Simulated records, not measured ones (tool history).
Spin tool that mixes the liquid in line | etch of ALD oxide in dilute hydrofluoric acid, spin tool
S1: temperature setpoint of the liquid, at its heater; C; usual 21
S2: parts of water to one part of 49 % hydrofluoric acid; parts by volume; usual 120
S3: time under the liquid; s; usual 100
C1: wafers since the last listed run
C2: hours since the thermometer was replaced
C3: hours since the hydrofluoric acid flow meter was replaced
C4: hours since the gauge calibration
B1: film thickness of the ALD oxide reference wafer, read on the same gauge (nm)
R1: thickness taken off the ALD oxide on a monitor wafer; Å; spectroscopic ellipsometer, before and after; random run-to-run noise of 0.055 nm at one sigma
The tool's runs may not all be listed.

| run | hour | S1 | S2 | S3 | C1 | C2 | C3 | C4 | B1 | R1 |
|---|---|---|---|---|---|---|---|---|---|---|
| 1 | 0 | 21 | 120 | 100 | 0 | 2107.5 | 943.3 | 193.9 | 50.06 | 148.2 |
|  | 7.5 | gauge calibrated |
| 2 | 17.2 | 19.5 | 120 | 100 | 137 | 2124.7 | 960.5 | 9.7 | 50.04 | 140.2 |
| 3 | 33.7 | 19.5 | 120 | 100 | 131 | 2141.2 | 977 | 26.2 | 50.01 | 139.6 |
| 4 | 44.9 | 19.5 | 120 | 100 | 89 | 2152.4 | 988.2 | 37.4 | 49.97 | 140.2 |
| 5 | 59.3 | 23 | 120 | 100 | 114 | 2166.8 | 1002.6 | 51.8 | 50 | 160.7 |
| 6 | 71.8 | 21 | 120 | 100 | 99 | 2179.3 | 1015.1 | 64.3 | 50.02 | 148 |
| 7 | 78.1 | 21 | 120 | 100 | 50 | 2185.6 | 1021.4 | 70.6 | 49.95 | 148.5 |
| 8 | 94 | 21 | 120 | 100 | 126 | 2201.5 | 1037.3 | 86.5 | 49.97 | 149.3 |
| 9 | 103.3 | 21 | 120 | 100 | 74 | 2210.8 | 1046.6 | 95.8 | 50.03 | 148 |
| 10 | 117.2 | 21 | 120 | 100 | 110 | 2224.7 | 1060.5 | 109.7 | 50 | 148.3 |
|  | 122.4 | thermometer replaced |
| 11 | 126.2 | 21 | 120 | 135 | 63 | 3.8 | 1069.5 | 118.7 | 50 | 198.7 |
| 12 | 135.8 | 21 | 120 | 100 | 76 | 13.4 | 1079.1 | 128.3 | 50.01 | 148.2 |
| 13 | 148.2 | 21 | 145 | 100 | 98 | 25.8 | 1091.5 | 140.7 | 49.94 | 119.9 |
| 14 | 160.8 | 25.5 | 75 | 135 | 100 | 38.4 | 1104.1 | 153.3 | 49.99 | 405.2 |
| 15 | 176.3 | 25 | 70 | 125 | 123 | 53.9 | 1119.6 | 168.8 | 49.96 | 396.9 |
|  | 185 | gauge calibrated |
| 16 | 188.2 | 17.5 | 100 | 100 | 94 | 65.8 | 1131.5 | 3.2 | 49.98 | 158.3 |
|  | 196.6 | hydrofluoric acid flow meter replaced |
| 17 | 197.1 | 21 | 60 | 100 | 62 | 74.7 | 0.5 | 12.1 | 50 | 317.9 |
| 18 | 203.9 | 21 | 65 | 145 | 54 | 81.5 | 7.3 | 18.9 | 50.02 | 422.8 |
| 19 | 217.5 | 21 | 120 | 135 | 108 | 95.1 | 20.9 | 32.5 | 50 | 201.2 |
| 20 | 227.7 | 21 | 155 | 55 | 81 | 105.3 | 31.1 | 42.7 | 50.01 | 61.2 |
| 21 | 244.7 | 21 | 95 | 60 | 135 | 122.3 | 48.1 | 59.7 | 49.99 | 115.2 |
| 22 | 262.1 | 21 | 120 | 100 | 138 | 139.7 | 65.5 | 77.1 | 49.98 | 149.2 |
| 23 | 276.3 | 25 | 120 | 60 | 113 | 153.9 | 79.7 | 91.3 | 49.99 | 104.2 |

Predict each of these 4 candidate next runs independently; none follows another, all start after run 23:
| A | 276.7 | 23.5 | 120 | 100 | 3 | 154.3 | 80.1 | 91.7 | ? | ? |
| B | 276.7 | 21 | 65 | 135 | 3 | 154.3 | 80.1 | 91.7 | ? | ? |
| C | 276.7 | 21 | 120 | 65 | 3 | 154.3 | 80.1 | 91.7 | ? | ? |
| D | 276.7 | 24 | 120 | 140 | 3 | 154.3 | 80.1 | 91.7 | ? | ? |

| run | B1 | R1 |
|---|---|---|
| A | 50 | 165.5 |
| B | 50 | 398 |
| C | 50 | 97.4 |
| D | 50 | 236.2 |
Without the tool's hidden state the same runs would have given:
| run | R1 |
|---|---|
| A | 165.5 |
| B | 398 |
| C | 97.4 |
| D | 236.2 |

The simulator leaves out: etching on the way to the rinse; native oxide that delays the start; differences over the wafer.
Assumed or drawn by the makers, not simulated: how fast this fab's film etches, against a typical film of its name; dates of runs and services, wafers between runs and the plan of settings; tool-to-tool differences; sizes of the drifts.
